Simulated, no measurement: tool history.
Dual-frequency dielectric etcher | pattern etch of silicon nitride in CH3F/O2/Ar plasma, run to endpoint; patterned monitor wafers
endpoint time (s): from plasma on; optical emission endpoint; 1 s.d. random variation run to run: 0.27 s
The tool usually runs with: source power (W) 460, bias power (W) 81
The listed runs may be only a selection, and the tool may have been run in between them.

run	hour	source power (W)	bias power (W)	wafers since the last listed run	hours since the last wet clean	hours since the last source power generator calibration	hours since the last bias power generator calibration	hours since the last upper electrode change	incoming incoming film thickness, nm	endpoint time (s)
1	0.0	460	81	0	257.5	849.2	739.0	3039.1	36.59	46.5
2	106.9	430	90	1946	364.4	956.1	845.9	3146.0	36.36	45.2
3	150.2	380	70	788	407.7	999.4	889.2	3189.3	36.64	51.3
# hour 275.5: wet clean of the chamber
4	401.4	380	70	4136	125.9	1250.6	1140.4	3440.5	36.73	50.1
5	485.5	460	81	1531	210.0	1334.7	1224.5	3524.6	36.78	46.7
6	525.2	460	81	722	249.7	1374.4	1264.2	3564.3	37.08	47.4
7	577.9	370	81	959	302.4	1427.1	1316.9	3617.0	36.72	49.8
8	639.9	370	81	1128	364.4	1489.1	1378.9	3679.0	36.82	49.2
9	761.1	370	81	2206	485.6	1610.3	1500.1	3800.2	36.32	49.8
# hour 808.1: wet clean of the chamber
10	808.6	460	73	427	0.5	1657.8	1547.6	3847.7	36.79	46.4
11	868.0	460	73	1081	59.9	1717.2	1607.0	3907.1	37.03	47.1
12	951.3	560	81	1516	143.2	1800.5	1690.3	3990.4	36.12	43.0
13	1053.9	460	65	1868	245.8	1903.1	1792.9	4093.0	36.36	49.5
14	1137.0	380	94	1512	328.9	1986.2	1876.0	4176.1	36.50	46.1
15	1173.4	340	81	662	365.3	2022.6	1912.4	4212.5	36.82	50.4

Predict the results of run 16:
16	1214.0	460	81	739	405.9	2063.2	1953.0	4253.1	36.17	?

{"run 16": {"endpoint time (s)": 46.6}}
Were there no unlogged condition in the tool, this run, its random variation unchanged, would have produced endpoint time (s) 44.7.
